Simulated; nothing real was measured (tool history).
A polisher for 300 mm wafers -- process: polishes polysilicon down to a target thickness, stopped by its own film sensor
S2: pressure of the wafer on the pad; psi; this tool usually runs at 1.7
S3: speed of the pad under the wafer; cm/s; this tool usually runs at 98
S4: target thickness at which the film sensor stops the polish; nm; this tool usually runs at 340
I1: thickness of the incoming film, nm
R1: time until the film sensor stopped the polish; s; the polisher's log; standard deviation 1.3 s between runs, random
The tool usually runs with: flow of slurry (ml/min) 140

run 1 hour=0 | flow_of_slurry_(ml/min)=140 S2=1.7 S3=98 S4=340 | I1=757.6 | R1=111
-- hour=23.8 slurry nozzle cleaned
run 2 hour=62.7 | flow_of_slurry_(ml/min)=140 S2=1.7 S3=98 S4=340 | I1=752.3 | R1=111.2
-- hour=110.2 worn pad replaced by a new one
run 3 hour=114.3 | flow_of_slurry_(ml/min)=140 S2=1.7 S3=98 S4=340 | I1=757 | R1=106.2
run 4 hour=210.8 | flow_of_slurry_(ml/min)=140 S2=1.7 S3=90 S4=340 | I1=753.3 | R1=117.9
run 5 hour=305.7 | flow_of_slurry_(ml/min)=140 S2=1.7 S3=90 S4=340 | I1=757.5 | R1=119.3
run 6 hour=375.6 | flow_of_slurry_(ml/min)=140 S2=2 S3=118 S4=340 | I1=763.3 | R1=81.7
-- hour=387.3 worn pad replaced by a new one
run 7 hour=468.8 | flow_of_slurry_(ml/min)=140 S2=1.7 S3=98 S4=340 | I1=751.9 | R1=116.4
-- hour=543.1 slurry nozzle cleaned
run 8 hour=573.1 | flow_of_slurry_(ml/min)=140 S2=1.7 S3=124 S4=374 | I1=762.3 | R1=91.8
run 9 hour=677.7 | flow_of_slurry_(ml/min)=140 S2=1.7 S3=124 S4=374 | I1=760.9 | R1=90
-- hour=747 worn pad replaced by a new one, repeated, since the last time left the tool worse
run 10 hour=811.3 | flow_of_slurry_(ml/min)=140 S2=2.1 S3=98 S4=340 | I1=760.1 | R1=88.1
run 11 hour=858.8 | flow_of_slurry_(ml/min)=140 S2=1.7 S3=98 S4=275 | I1=754.1 | R1=124.7
run 12 hour=901.7 | flow_of_slurry_(ml/min)=140 S2=1.7 S3=124 S4=340 | I1=755.6 | R1=87.6
run 13 hour=979.7 | flow_of_slurry_(ml/min)=140 S2=1.7 S3=132 S4=468 | I1=745.4 | R1=55.1
-- hour=1030 head pressure recalibrated
run 14 hour=1033.9 | flow_of_slurry_(ml/min)=140 S2=1.7 S3=72 S4=340 | I1=762.7 | R1=157.6
-- hour=1042.6 slurry nozzle cleaned
-- hour=1076.5 worn pad replaced by a new one
run 15 hour=1117.8 | flow_of_slurry_(ml/min)=140 S2=1.7 S3=98 S4=467 | I1=763.8 | R1=76.5
run 16 hour=1177.9 | flow_of_slurry_(ml/min)=140 S2=1.7 S3=98 S4=340 | I1=760.7 | R1=109

Run 17 has not been measured yet. What should we expect?
run 17 hour=1217.5 | flow_of_slurry_(ml/min)=120 S2=1.3 S3=86 S4=290 | I1=755.7 | R1=?

Run 17 yielded R1 190.8 s.
With the hidden condition absent and the run-to-run variation left alone, this run would have shown R1 184.6 s.

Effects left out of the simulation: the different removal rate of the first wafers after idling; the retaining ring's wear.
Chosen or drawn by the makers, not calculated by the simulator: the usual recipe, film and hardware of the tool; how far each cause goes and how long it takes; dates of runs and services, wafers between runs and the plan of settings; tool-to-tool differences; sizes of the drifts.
